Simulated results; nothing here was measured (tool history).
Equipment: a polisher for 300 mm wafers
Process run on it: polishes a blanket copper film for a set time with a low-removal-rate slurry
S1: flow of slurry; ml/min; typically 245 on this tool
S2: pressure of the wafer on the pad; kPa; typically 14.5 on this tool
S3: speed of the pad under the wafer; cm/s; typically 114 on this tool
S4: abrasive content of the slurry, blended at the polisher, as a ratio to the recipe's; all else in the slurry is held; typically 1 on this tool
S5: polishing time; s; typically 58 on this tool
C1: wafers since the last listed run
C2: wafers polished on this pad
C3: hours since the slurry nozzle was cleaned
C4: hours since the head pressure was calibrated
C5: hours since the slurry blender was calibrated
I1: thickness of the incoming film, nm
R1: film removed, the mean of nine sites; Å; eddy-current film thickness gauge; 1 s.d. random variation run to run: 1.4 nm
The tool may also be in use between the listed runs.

run    hour   S1    S2   S3    S4  S5    C1     C2     C3     C4     C5      I1    R1
  1       0  245  14.5  114     1  58     0   2415  619.7  275.4  227.4  1410.7  1542
      140.5  -- slurry nozzle cleaned
  2   287.9  245  14.5  114     1  58  3342   5757  147.4  563.3  515.3  1384.3  1445
  3   387.4  245  14.5  114     1  68  1159   6916  246.9  662.8  614.8  1376.5  1664
  4     450  245  14.5  114     1  68   729   7645  309.5  725.4  677.4  1431.6  1638
      464.5  -- slurry blender recalibrated
  5   499.2  245  14.5  140     1  58   549   8195  358.7  774.6   34.7  1423.2  1871
  6   593.7  245  14.5  140     1  58  1100   9296  453.2  869.1  129.2  1375.6  1738
      611.1  -- head pressure recalibrated
        613  -- worn pad replaced by a new one
  7   813.8  245  14.5  140     1  58  2518   2339  673.3  202.7  349.3  1387.2  1895
  8   883.6  245  14.5  114     1  58   813   3152  743.1  272.5  419.1  1384.8  1502
  9   921.8  245  14.5  114     1  58   444   3597  781.3  310.7  457.3  1396.5  1492
 10   962.9  245  14.5  114     1  47   478   4076  822.4  351.8  498.4  1402.6  1221
 11  1028.3  200  14.5  138     1  58   761   4838  887.8  417.2  563.8  1407.7  1767
     1050.6  -- slurry nozzle cleaned
 12  1071.3  245  14.5  114     1  44   489   5327   20.7  460.2  606.8  1427.2  1114
 13  1108.3  245  14.5  114     1  58   431   5758   57.7  497.2  643.8  1392.2  1465
 14  1183.5  245  14.5  114     1  68   876   6634  132.9  572.4    719  1405.1  1662
 15  1229.2  245  14.5  114     1  58   532   7167  178.6  618.1  764.7  1417.1  1431
     1263.1  -- slurry blender recalibrated
 16  1312.5  245  14.5  142   0.8  58   947   8114  261.9  701.4   49.4  1381.6  1770
       1388  -- head pressure recalibrated
 17  1411.3  245  17.2  114     1  58  1127   9241  360.7   23.3  148.2  1396.6  1697
 18    1473  190  14.5  152     1  72   718   9960  422.4     85  209.9  1372.2  2261
     1526.7  -- worn pad replaced by a new one
 19  1527.2  245  14.5   76   0.8  58   584      6  476.6  139.2  264.1  1408.6   982
 20  1601.4  290  14.5  102     1  66   864    870  550.8  213.4  338.3  1419.2  1591
 21  1903.6  245  14.5  114     1  58  3520   4390    853  515.6  640.5  1401.5  1482
     1925.4  -- slurry nozzle cleaned
       2009  -- slurry blender recalibrated
 22  2009.5  245  14.5  114     1  63  1198   5589   84.1  621.5    0.5  1393.7  1700
 23  2044.8  245  14.5  114     1  58   411   6000  119.4  656.8   35.8  1406.4  1574
     2282.7  -- head pressure recalibrated
 24  2312.9  190  14.5  114     1  40  3099   9100  387.5   30.2  303.9  1385.6   955
 25  2404.2  245  17.9   94     1  46  1063  10164  478.8  121.5  395.2  1397.1  1111
     2439.7  -- worn pad replaced by a new one
 26  2510.6  245  14.5  114     1  58  1192    826  585.2  227.9  501.6  1394.9  1515
 27  2813.1  245  12.4   76  0.75  65  3523   4350  887.7  530.4  804.1  1381.1   862
     2836.3  -- slurry blender recalibrated
     2855.2  -- slurry nozzle cleaned
 28    2921  275  13.1  114     1  58  1222   5572   65.8  638.3   84.7    1401  1410
 29    2975  245  14.5  114     1  58   629   6201  119.8  692.3  138.7  1384.2  1510
 30  3069.9  245    11  114  1.25  76  1105   7306  214.7  787.2  233.6  1391.9  1562
 31  3150.4  245  14.5  140     1  58   937   8244  295.2  867.7  314.1  1406.6  1741

Hidden state or all else? Some run-to-run changes of R1, split into what the settings, what came in and random variation would give without the hidden state, and what is left for the hidden state (with any gauge scatter that isn't in both results):
Hidden state present: removal rate lost through wear of the pad, %; slurry flow missing at the pad, %; deviation of the head's pressure from its setpoint, %; abrasive missing from the slurry, %.
Run 4 -> 5: S3 114 -> 140, S5 68 -> 58, slurry blender recalibrated. R1 +233 Å: hidden state +113, all else +120.
Run 11 -> 12: S1 200 -> 245, S3 138 -> 114, S5 58 -> 44, slurry nozzle cleaned. R1 -653 Å: hidden state +73, all else -726.
Run 17 -> 18: S1 245 -> 190, S2 17.2 -> 14.5, S3 114 -> 152, S5 58 -> 72. R1 +564 Å: hidden state -160, all else +724.
Run 18 -> 19: S1 190 -> 245, S3 152 -> 76, S4 1 -> 0.8, S5 72 -> 58, worn pad replaced by a new one. R1 -1279 Å: hidden state +365, all else -1644.
Run 26 -> 27: S2 14.5 -> 12.4, S3 114 -> 76, S4 1 -> 0.75, S5 58 -> 65. R1 -653 Å: hidden state +41, all else -694.
